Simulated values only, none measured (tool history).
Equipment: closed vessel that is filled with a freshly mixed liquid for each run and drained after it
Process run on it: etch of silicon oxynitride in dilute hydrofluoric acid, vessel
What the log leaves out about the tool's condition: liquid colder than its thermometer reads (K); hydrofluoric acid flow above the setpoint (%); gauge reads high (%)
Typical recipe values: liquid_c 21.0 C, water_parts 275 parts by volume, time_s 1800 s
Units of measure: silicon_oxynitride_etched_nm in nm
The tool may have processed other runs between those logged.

run    hour  liquid_c  water_parts  time_s  wafers since the last listed run  hours since the thermometer was replaced  hours since the hydrofluoric acid flow meter was replaced  hours since the gauge calibration  read-back film thickness of the silicon oxynitride reference wafer, read on the same gauge (nm)  silicon_oxynitride_etched_nm
  1     0.0      21.0          275    1800                                 0                                      83.4                                                      861.2                              286.5                                                                                           130.03                         22.19
  2    57.3      21.0          275    1800                              2072                                     140.7                                                      918.5                              343.8                                                                                           130.03                         22.12
  3    97.5      21.0          275    1800                              1454                                     180.9                                                      958.7                              384.0                                                                                           130.03                         22.35
  4   143.4      21.0          275    1800                              1660                                     226.8                                                     1004.6                              429.9                                                                                           129.99                         22.38
  5   188.5      21.0          275    1800                              1631                                     271.9                                                     1049.7                              475.0                                                                                           129.95                         22.23
  6   253.2      21.0          275    1800                              2340                                     336.6                                                     1114.4                              539.7                                                                                           129.98                         22.29
  7   277.6      21.0          275    1800                               882                                     361.0                                                     1138.8                              564.1                                                                                           130.02                         22.31
  8   345.5      21.0          275    1800                              2456                                     428.9                                                     1206.7                              632.0                                                                                           129.99                         22.50
  9   392.4      21.0          275    1800                              1696                                     475.8                                                     1253.6                              678.9                                                                                           130.06                         22.20
 10   442.9      21.0          275    1800                              1826                                     526.3                                                     1304.1                              729.4                                                                                           130.04                         22.53
      446.8  -- hydrofluoric acid flow meter replaced
      498.8  -- gauge calibrated
 11   502.1      21.0          275    1130                              2105                                     585.5                                                       55.3                                3.3                                                                                           130.03                         13.11
 12   536.7      21.0          275    1130                              1251                                     620.1                                                       89.9                               37.9                                                                                           130.00                         13.29
 13   568.1      21.0          275    1370                              1135                                     651.5                                                      121.3                               69.3                                                                                           129.95                         16.13
 14   604.0      21.0          275    1800                              1298                                     687.4                                                      157.2                              105.2                                                                                           129.97                         20.88
 15   632.5      17.0          140     910                              1031                                     715.9                                                      185.7                              133.7                                                                                           130.00                         18.76
 16   660.9      17.0          405    2815                              1027                                     744.3                                                      214.1                              162.1                                                                                           130.00                         17.56
 17   690.0      25.5          275    1800                              1052                                     773.4                                                      243.2                              191.2                                                                                           130.01                         25.53
 18   746.2      21.0          275    1800                              2033                                     829.6                                                      299.4                              247.4                                                                                           130.02                         20.90
 19   811.1      21.0          275    2130                              2347                                     894.5                                                      364.3                              312.3                                                                                           129.98                         25.18
      916.6  -- thermometer replaced
 20   983.0      21.0          275    2195                              6182                                      66.4                                                      536.2                              484.2                                                                                           129.98                         27.03
 21  1026.4      21.0          275    1800                              1570                                     109.8                                                      579.6                              527.6                                                                                           130.03                         21.89
 22  1084.7      17.0          405    2815                              2109                                     168.1                                                      637.9                              585.9                                                                                           130.03                         18.05
 23  1117.1      19.0          275    1800                              1172                                     200.5                                                      670.3                              618.3                                                                                           129.94                         19.99
 24  1149.0      21.0          275    2590                              1154                                     232.4                                                      702.2                              650.2                                                                                           130.00                         31.73

How the hidden state differs across the entries between the runs, from the last listed run before each to the first after it:
Between runs 10 and 11: hydrofluoric acid flow meter replaced (hour 446.8); gauge calibrated (hour 498.8)
  liquid colder than its thermometer reads (K): 0.565 -> 0.612; hydrofluoric acid flow above the setpoint (%): 5.8 -> 0.312
  what was measured, less what the result would be without the hidden state, silicon_oxynitride_etched_nm: +0.90 -> -0.31 nm
Between runs 19 and 20: thermometer replaced (hour 916.6)
  liquid colder than its thermometer reads (K): 0.856 -> 0.0854; hydrofluoric acid flow above the setpoint (%): 1.62 -> 2.35
  what was measured, less what the result would be without the hidden state, silicon_oxynitride_etched_nm: -0.50 -> +0.62 nm
